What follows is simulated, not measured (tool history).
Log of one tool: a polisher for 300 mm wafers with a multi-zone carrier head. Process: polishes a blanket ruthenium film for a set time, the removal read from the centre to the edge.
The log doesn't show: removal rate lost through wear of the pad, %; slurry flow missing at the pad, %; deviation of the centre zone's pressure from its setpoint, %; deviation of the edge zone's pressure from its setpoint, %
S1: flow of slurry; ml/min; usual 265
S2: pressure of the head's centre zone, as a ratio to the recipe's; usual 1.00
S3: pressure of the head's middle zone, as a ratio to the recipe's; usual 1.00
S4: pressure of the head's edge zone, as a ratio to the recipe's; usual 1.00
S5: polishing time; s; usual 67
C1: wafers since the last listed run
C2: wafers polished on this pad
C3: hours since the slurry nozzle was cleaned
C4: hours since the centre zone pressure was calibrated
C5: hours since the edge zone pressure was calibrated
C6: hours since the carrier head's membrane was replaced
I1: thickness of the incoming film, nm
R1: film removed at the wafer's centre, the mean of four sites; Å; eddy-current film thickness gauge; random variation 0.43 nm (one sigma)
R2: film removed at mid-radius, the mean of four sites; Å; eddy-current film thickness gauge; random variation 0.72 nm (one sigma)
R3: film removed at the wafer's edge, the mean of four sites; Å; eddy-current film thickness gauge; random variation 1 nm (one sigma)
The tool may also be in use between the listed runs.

run   hour   S1    S2    S3    S4  S5   C1   C2     C3      C4     C5      C6     I1   R1   R2   R3
  1    0.0  265  1.00  1.00  1.00  78    0  117  691.5  1224.0  813.6  1221.1  394.1  732  814  822
  2   17.2  265  1.00  1.00  1.00  78  199  317  708.7  1241.2  830.8  1238.3  397.9  716  821  833
  3   32.1  265  1.00  1.00  1.00  67  172  490  723.6  1256.1  845.7  1253.2  385.6  620  718  717
      46.5  -- worn pad replaced by a new one
  4   47.0  265  1.00  1.00  1.00  67  126    5  738.5  1271.0  860.6  1268.1  387.6  611  710  715
  5   55.8  265  1.00  1.00  1.00  67  102  107  747.3  1279.8  869.4  1276.9  391.2  612  706  711
  6   64.7  265  1.00  1.00  1.00  67  103  211  756.2  1288.7  878.3  1285.8  385.2  608  707  721
  7   73.6  265  1.00  1.00  1.00  67  103  314  765.1  1297.6  887.2  1294.7  391.0  609  702  722
  8   89.4  265  1.00  1.00  1.00  67  183  497  780.9  1313.4  903.0  1310.5  390.6  607  696  724
      99.3  -- centre zone pressure recalibrated
     100.0  -- slurry nozzle cleaned
     107.2  -- worn pad replaced by a new one
  9  107.7  265  1.00  1.00  1.00  67  135    5    7.7     8.4  921.3  1328.8  391.3  716  711  719
 10  117.1  265  1.00  1.00  1.00  67  109  114   17.1    17.8  930.7  1338.2  391.5  716  700  728
 11  125.2  305  1.00  1.00  1.00  67   93  208   25.2    25.9  938.8  1346.3  387.9  726  706  735
 12  135.5  210  0.92  1.00  0.89  77  119  327   35.5    36.2  949.1  1356.6  397.2  726  773  754
 13  141.9  265  1.00  1.09  1.00  87   74  402   41.9    42.6  955.5  1363.0  396.0  923  985  940
 14  152.9  265  1.00  1.00  1.00  67  127  529   52.9    53.6  966.5  1374.0  392.5  712  692  698
     157.3  -- worn pad replaced by a new one
     158.5  -- edge zone pressure recalibrated
 15  162.0  265  1.00  1.00  1.05  67   44   40   62.0    62.7    3.5  1383.1  395.6  713  718  731
 16  177.9  305  1.00  1.07  1.00  60  184  224   77.9    78.6   19.4  1399.0  396.5  650  670  646
     196.9  -- carrier head's membrane replaced by a new one
     210.2  -- worn pad replaced by a new one
 17  231.8  265  1.00  1.00  1.00  67  520  250  131.8   132.5   73.3    34.9  383.7  707  712  731
 18  243.4  265  1.00  1.00  1.00  67  134  385  143.4   144.1   84.9    46.5  389.2  701  706  723
 19  251.2  265  1.00  1.00  0.89  67   90  475  151.2   151.9   92.7    54.3  394.9  717  698  682
     264.8  -- worn pad replaced by a new one
 20  267.5  265  1.08  1.00  1.00  78  142   30  167.5   168.2  109.0    70.6  392.7  884  828  857

5 ways to go on from here, each from the tool as it stands after run 20. What would each give?
  A  267.9  265  1.00  1.00  1.00  67   4  35  167.9  168.6  109.4  71.0  391.6   ?   ?   ?
  B  267.9  215  1.10  1.00  1.00  67   4  35  167.9  168.6  109.4  71.0  391.6   ?   ?   ?
  C  267.9  265  0.92  1.00  1.00  67   4  35  167.9  168.6  109.4  71.0  391.6   ?   ?   ?
  D  267.9  310  1.00  1.00  1.00  67   4  35  167.9  168.6  109.4  71.0  391.6   ?   ?   ?
  E  267.9  330  1.03  0.95  1.00  57   4  35  167.9  168.6  109.4  71.0  391.6   ?   ?   ?

run   R1   R2   R3
  A  715  714  728
  B  762  693  713
  C  657  714  728
  D  728  726  738
  E  642  598  631
Without the tool's hidden state the same runs would have given:
run   R1   R2   R3
  A  712  714  728
  B  759  693  713
  C  654  714  728
  D  726  726  738
  E  640  598  631
